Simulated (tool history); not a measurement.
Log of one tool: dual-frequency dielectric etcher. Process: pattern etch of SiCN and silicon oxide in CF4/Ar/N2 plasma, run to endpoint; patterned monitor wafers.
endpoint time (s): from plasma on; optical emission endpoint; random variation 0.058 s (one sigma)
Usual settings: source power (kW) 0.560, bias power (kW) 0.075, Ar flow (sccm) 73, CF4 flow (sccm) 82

run   hour  source power (kW)  bias power (kW)  Ar flow (sccm)  CF4 flow (sccm)  incoming incoming film thickness, nm  endpoint time (s)
  1    0.0              0.560            0.075              73               70                                 10.83                9.0
  2   24.1              0.560            0.075              73               82                                 10.87                8.9
  3   40.3              0.560            0.075              73               82                                 10.88                8.9
  4   71.9              0.560            0.075              73               82                                 10.86                8.9
  5   93.2              0.530            0.063              73               82                                 10.89               10.1
  6  108.9              0.530            0.063              73               82                                 10.85                9.9
  7  138.3              0.530            0.063              73               82                                 10.92                9.8
  8  162.1              0.560            0.075              78               90                                 10.89                8.9
  9  181.5              0.560            0.075              78               90                                 11.02                9.0
 10  202.4              0.560            0.075              73               82                                 10.85                8.7
 11  228.0              0.560            0.070              73               82                                 10.88                8.9
 12  254.0              0.560            0.083              73               82                                 10.98                8.6
     262.6  -- Ar flow controller replaced
     317.8  -- upper electrode replaced
 13  359.3              0.560            0.075              86               82                                 10.78                8.7
     366.8  -- source power generator calibrated
     450.2  -- CF4 flow controller replaced
     452.1  -- wet clean of the chamber
     453.4  -- bias power generator calibrated
 14  458.1              0.460            0.091              73               67                                 10.86               10.9
 15  492.6              0.560            0.075              73               82                                 10.95                9.1
 16  527.6              0.560            0.075              60               82                                 10.93                8.8
 17  559.2              0.440            0.065              73               82                                 10.87               12.3
 18  592.9              0.520            0.075              59               82                                 10.82                9.5

Forecast each of these 3 alternatives for the next run:
  A  593.3              0.560            0.075              73               82                                 10.86                  ?
  B  593.3              0.560            0.075              73               98                                 10.86                  ?
  C  593.3              0.420            0.088              73               82                                 10.86                  ?

run  endpoint time (s)
  A                8.9
  B                8.7
  C               11.9
Without the tool's hidden state the same runs would have given:
run  endpoint time (s)
  A                9.0
  B                8.9
  C               12.1

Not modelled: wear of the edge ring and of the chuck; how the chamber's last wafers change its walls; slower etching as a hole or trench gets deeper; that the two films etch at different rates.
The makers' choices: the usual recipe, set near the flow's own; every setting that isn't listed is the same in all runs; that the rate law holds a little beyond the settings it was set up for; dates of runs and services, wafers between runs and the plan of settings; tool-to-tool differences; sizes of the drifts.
